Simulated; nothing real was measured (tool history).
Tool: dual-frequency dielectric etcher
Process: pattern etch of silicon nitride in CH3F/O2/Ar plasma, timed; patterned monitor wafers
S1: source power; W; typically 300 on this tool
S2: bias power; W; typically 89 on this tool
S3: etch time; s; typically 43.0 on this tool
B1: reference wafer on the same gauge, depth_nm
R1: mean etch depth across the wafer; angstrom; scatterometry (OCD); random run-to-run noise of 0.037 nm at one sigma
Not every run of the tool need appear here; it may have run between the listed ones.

Run 1, day 0.000: usual settings; B1 25.20. Result: R1 246.1 angstrom.
Run 2, day 0.412: usual settings but S2 81 W; B1 25.20. Result: R1 237.9 angstrom.
Run 3, day 1.083: usual settings but S2 81 W; B1 25.21. Result: R1 238.2 angstrom.
Run 4, day 1.550: usual settings but S2 81 W; B1 25.19. Result: R1 237.8 angstrom.
Run 5, day 2.104: usual settings but S2 102 W; B1 25.20. Result: R1 256.1 angstrom.
At day 3.571: wet clean of the chamber.
Run 6, day 3.592: usual settings; B1 25.19. Result: R1 247.6 angstrom.
Run 7, day 3.604: usual settings; B1 25.19. Result: R1 248.3 angstrom.
At day 4.508: gauge calibrated.
At day 4.983: upper electrode replaced.
Run 8, day 5.004: usual settings; B1 25.21. Result: R1 248.1 angstrom.
Run 9, day 5.017: usual settings; B1 25.20. Result: R1 247.3 angstrom.
At day 5.192: bias power generator calibrated.
Run 10, day 5.333: usual settings but S1 230 W, S2 74 W, S3 48.0 s; B1 25.20. Result: R1 241.3 angstrom.
Run 11, day 5.588: usual settings but S1 250 W, S2 106 W, S3 46.5 s; B1 25.20. Result: R1 269.1 angstrom.
Run 12, day 5.888: usual settings but S3 32.0 s; B1 25.20. Result: R1 184.6 angstrom.
At day 6.317: source power generator calibrated.
Run 13, day 6.421: usual settings but S2 78 W; B1 25.20. Result: R1 237.1 angstrom.
Run 14, day 6.800: usual settings but S1 240 W, S2 96 W; B1 25.21. Result: R1 237.5 angstrom.
Run 15, day 7.433: usual settings but S1 230 W, S2 69 W; B1 25.20. Result: R1 211.7 angstrom.
Run 16, day 7.896: usual settings but S2 75 W, S3 39.5 s; B1 25.20. Result: R1 215.4 angstrom.
Run 17, day 8.554: usual settings; B1 25.20. Result: R1 247.0 angstrom.

Measured less the same run without the tool's hidden state. The same run-to-run variation is in both; the gauge's scatter may not be:
Unlogged tool condition in this case: etch rate over this chamber's usual, %; source power that arrives over what is set, %; bias power that arrives over what is set, %; gauge reads high (%).
run    R1
  1  -2.8
  2  -2.9
  3  -3.0
  4  -3.0
  5  -3.4
  6  -0.2
  7  -0.2
  8  -0.4
  9  -0.4
 10  -0.5
 11  -0.6
 12  -0.5
 13  -0.7
 14  -0.7
 15  -0.8
 16  -0.8
 17  -1.1
